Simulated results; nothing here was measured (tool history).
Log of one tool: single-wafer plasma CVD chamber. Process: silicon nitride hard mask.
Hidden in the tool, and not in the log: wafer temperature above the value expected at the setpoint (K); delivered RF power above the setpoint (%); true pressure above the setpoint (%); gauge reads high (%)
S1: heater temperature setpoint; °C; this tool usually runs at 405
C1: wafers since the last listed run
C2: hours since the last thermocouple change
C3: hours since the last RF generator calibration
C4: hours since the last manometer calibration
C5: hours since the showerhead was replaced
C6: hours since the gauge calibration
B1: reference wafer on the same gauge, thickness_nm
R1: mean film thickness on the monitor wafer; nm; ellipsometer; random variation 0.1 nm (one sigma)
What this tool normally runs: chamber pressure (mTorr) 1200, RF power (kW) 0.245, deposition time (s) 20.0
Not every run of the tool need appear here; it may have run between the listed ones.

{"run": 1, "day": 0.0, "S1": 405, "chamber pressure (mTorr)": 1200, "RF power (kW)": 0.245, "deposition time (s)": 19.0, "C1": 0, "C2": 795.4, "C3": 1733.0, "C4": 17.3, "C5": 3938.4, "C6": 1274.7, "B1": 19.717, "R1": 15.76}
{"run": 2, "day": 2.079, "S1": 405, "chamber pressure (mTorr)": 1200, "RF power (kW)": 0.245, "deposition time (s)": 19.0, "C1": 748, "C2": 845.3, "C3": 1782.9, "C4": 67.2, "C5": 3988.3, "C6": 1324.6, "B1": 19.704, "R1": 15.769}
{"run": 3, "day": 5.075, "S1": 405, "chamber pressure (mTorr)": 1200, "RF power (kW)": 0.245, "deposition time (s)": 20.0, "C1": 1078, "C2": 917.2, "C3": 1854.8, "C4": 139.1, "C5": 4060.2, "C6": 1396.5, "B1": 19.725, "R1": 16.432}
{"run": 4, "day": 7.292, "S1": 405, "chamber pressure (mTorr)": 1200, "RF power (kW)": 0.245, "deposition time (s)": 20.0, "C1": 798, "C2": 970.4, "C3": 1908.0, "C4": 192.3, "C5": 4113.4, "C6": 1449.7, "B1": 19.71, "R1": 16.43}
{"run": 5, "day": 8.979, "S1": 405, "chamber pressure (mTorr)": 1200, "RF power (kW)": 0.245, "deposition time (s)": 22.9, "C1": 607, "C2": 1010.9, "C3": 1948.5, "C4": 232.8, "C5": 4153.9, "C6": 1490.2, "B1": 19.699, "R1": 18.843}
{"run": 6, "day": 10.225, "S1": 405, "chamber pressure (mTorr)": 1200, "RF power (kW)": 0.245, "deposition time (s)": 22.9, "C1": 448, "C2": 1040.8, "C3": 1978.4, "C4": 262.7, "C5": 4183.8, "C6": 1520.1, "B1": 19.681, "R1": 18.818}
{"run": 7, "day": 13.038, "S1": 405, "chamber pressure (mTorr)": 1200, "RF power (kW)": 0.245, "deposition time (s)": 20.0, "C1": 1012, "C2": 1108.3, "C3": 2045.9, "C4": 330.2, "C5": 4251.3, "C6": 1587.6, "B1": 19.711, "R1": 16.117}
{"run": 8, "day": 14.146, "S1": 405, "chamber pressure (mTorr)": 1380, "RF power (kW)": 0.265, "deposition time (s)": 20.0, "C1": 399, "C2": 1134.9, "C3": 2072.5, "C4": 356.8, "C5": 4277.9, "C6": 1614.2, "B1": 19.722, "R1": 18.306}
{"run": 9, "day": 16.483, "S1": 405, "chamber pressure (mTorr)": 950, "RF power (kW)": 0.245, "deposition time (s)": 16.1, "C1": 841, "C2": 1191.0, "C3": 2128.6, "C4": 412.9, "C5": 4334.0, "C6": 1670.3, "B1": 19.682, "R1": 11.446}
{"run": 10, "day": 19.238, "S1": 405, "chamber pressure (mTorr)": 1200, "RF power (kW)": 0.245, "deposition time (s)": 20.0, "C1": 991, "C2": 1257.1, "C3": 2194.7, "C4": 479.0, "C5": 4400.1, "C6": 1736.4, "B1": 19.665, "R1": 16.396}
{"run": 11, "day": 20.708, "S1": 405, "chamber pressure (mTorr)": 1200, "RF power (kW)": 0.245, "deposition time (s)": 20.0, "C1": 529, "C2": 1292.4, "C3": 2230.0, "C4": 514.3, "C5": 4435.4, "C6": 1771.7, "B1": 19.698, "R1": 16.192}
{"day": 21.488, "done": "showerhead replaced"}
{"day": 21.688, "done": "RF generator calibrated"}
{"run": 12, "day": 21.825, "S1": 405, "chamber pressure (mTorr)": 1200, "RF power (kW)": 0.245, "deposition time (s)": 20.0, "C1": 209, "C2": 1319.2, "C3": 3.3, "C4": 541.1, "C5": 8.1, "C6": 1798.5, "B1": 19.683, "R1": 17.017}
{"run": 13, "day": 24.167, "S1": 399, "chamber pressure (mTorr)": 1200, "RF power (kW)": 0.29, "deposition time (s)": 22.1, "C1": 843, "C2": 1375.4, "C3": 59.5, "C4": 597.3, "C5": 64.3, "C6": 1854.7, "B1": 19.726, "R1": 20.624}
{"run": 14, "day": 26.008, "S1": 397, "chamber pressure (mTorr)": 1200, "RF power (kW)": 0.245, "deposition time (s)": 18.4, "C1": 663, "C2": 1419.6, "C3": 103.7, "C4": 641.5, "C5": 108.5, "C6": 1898.9, "B1": 19.659, "R1": 15.507}
{"run": 15, "day": 28.338, "S1": 405, "chamber pressure (mTorr)": 1200, "RF power (kW)": 0.245, "deposition time (s)": 18.7, "C1": 838, "C2": 1475.5, "C3": 159.6, "C4": 697.4, "C5": 164.4, "C6": 1954.8, "B1": 19.727, "R1": 15.757}
{"day": 29.529, "done": "gauge calibrated"}
{"day": 30.071, "done": "thermocouple changed; heater temperature recalibrated"}
{"run": 16, "day": 30.262, "S1": 398, "chamber pressure (mTorr)": 950, "RF power (kW)": 0.265, "deposition time (s)": 17.4, "C1": 573, "C2": 4.6, "C3": 205.8, "C4": 743.6, "C5": 210.6, "C6": 17.6, "B1": 19.724, "R1": 13.371}
{"run": 17, "day": 32.279, "S1": 405, "chamber pressure (mTorr)": 1200, "RF power (kW)": 0.245, "deposition time (s)": 20.0, "C1": 726, "C2": 53.0, "C3": 254.2, "C4": 792.0, "C5": 259.0, "C6": 66.0, "B1": 19.707, "R1": 16.743}
{"run": 18, "day": 35.183, "S1": 405, "chamber pressure (mTorr)": 1380, "RF power (kW)": 0.245, "deposition time (s)": 20.0, "C1": 1045, "C2": 122.7, "C3": 323.9, "C4": 861.7, "C5": 328.7, "C6": 135.7, "B1": 19.677, "R1": 18.012}
{"run": 19, "day": 36.383, "S1": 405, "chamber pressure (mTorr)": 1460, "RF power (kW)": 0.245, "deposition time (s)": 17.7, "C1": 432, "C2": 151.5, "C3": 352.7, "C4": 890.5, "C5": 357.5, "C6": 164.5, "B1": 19.692, "R1": 16.12}
{"run": 20, "day": 37.608, "S1": 405, "chamber pressure (mTorr)": 1200, "RF power (kW)": 0.245, "deposition time (s)": 20.0, "C1": 441, "C2": 180.9, "C3": 382.1, "C4": 919.9, "C5": 386.9, "C6": 193.9, "B1": 19.676, "R1": 16.746}
{"run": 21, "day": 39.312, "S1": 405, "chamber pressure (mTorr)": 1200, "RF power (kW)": 0.245, "deposition time (s)": 16.0, "C1": 613, "C2": 221.8, "C3": 423.0, "C4": 960.8, "C5": 427.8, "C6": 234.8, "B1": 19.726, "R1": 13.341}
{"run": 22, "day": 40.942, "S1": 419, "chamber pressure (mTorr)": 1200, "RF power (kW)": 0.245, "deposition time (s)": 20.0, "C1": 586, "C2": 260.9, "C3": 462.1, "C4": 999.9, "C5": 466.9, "C6": 273.9, "B1": 19.696, "R1": 16.464}
{"run": 23, "day": 42.892, "S1": 405, "chamber pressure (mTorr)": 1360, "RF power (kW)": 0.28, "deposition time (s)": 20.0, "C1": 702, "C2": 307.7, "C3": 508.9, "C4": 1046.7, "C5": 513.7, "C6": 320.7, "B1": 19.702, "R1": 19.266}
{"run": 24, "day": 45.271, "S1": 405, "chamber pressure (mTorr)": 1200, "RF power (kW)": 0.245, "deposition time (s)": 22.4, "C1": 856, "C2": 364.8, "C3": 566.0, "C4": 1103.8, "C5": 570.8, "C6": 377.8, "B1": 19.713, "R1": 19.054}
{"run": 25, "day": 47.4, "S1": 405, "chamber pressure (mTorr)": 1200, "RF power (kW)": 0.245, "deposition time (s)": 20.0, "C1": 766, "C2": 415.9, "C3": 617.1, "C4": 1154.9, "C5": 621.9, "C6": 428.9, "B1": 19.704, "R1": 16.611}
{"run": 26, "day": 50.333, "S1": 414, "chamber pressure (mTorr)": 1200, "RF power (kW)": 0.245, "deposition time (s)": 20.0, "C1": 1056, "C2": 486.3, "C3": 687.5, "C4": 1225.3, "C5": 692.3, "C6": 499.3, "B1": 19.694, "R1": 16.524}
{"run": 27, "day": 52.362, "S1": 405, "chamber pressure (mTorr)": 1200, "RF power (kW)": 0.245, "deposition time (s)": 22.8, "C1": 730, "C2": 535.0, "C3": 736.2, "C4": 1274.0, "C5": 741.0, "C6": 548.0, "B1": 19.708, "R1": 18.975}

Predict the results of run 28:
{"run": 28, "day": 54.088, "S1": 419, "chamber pressure (mTorr)": 1310, "RF power (kW)": 0.245, "deposition time (s)": 20.0, "C1": 621, "C2": 576.4, "C3": 777.6, "C4": 1315.4, "C5": 782.4, "C6": 589.4, "B1": "?", "R1": "?"}

B1: 19.686
R1: 17.321 nm
The same run, on a tool lacking any hidden state, would have yielded R1 17.559 nm.
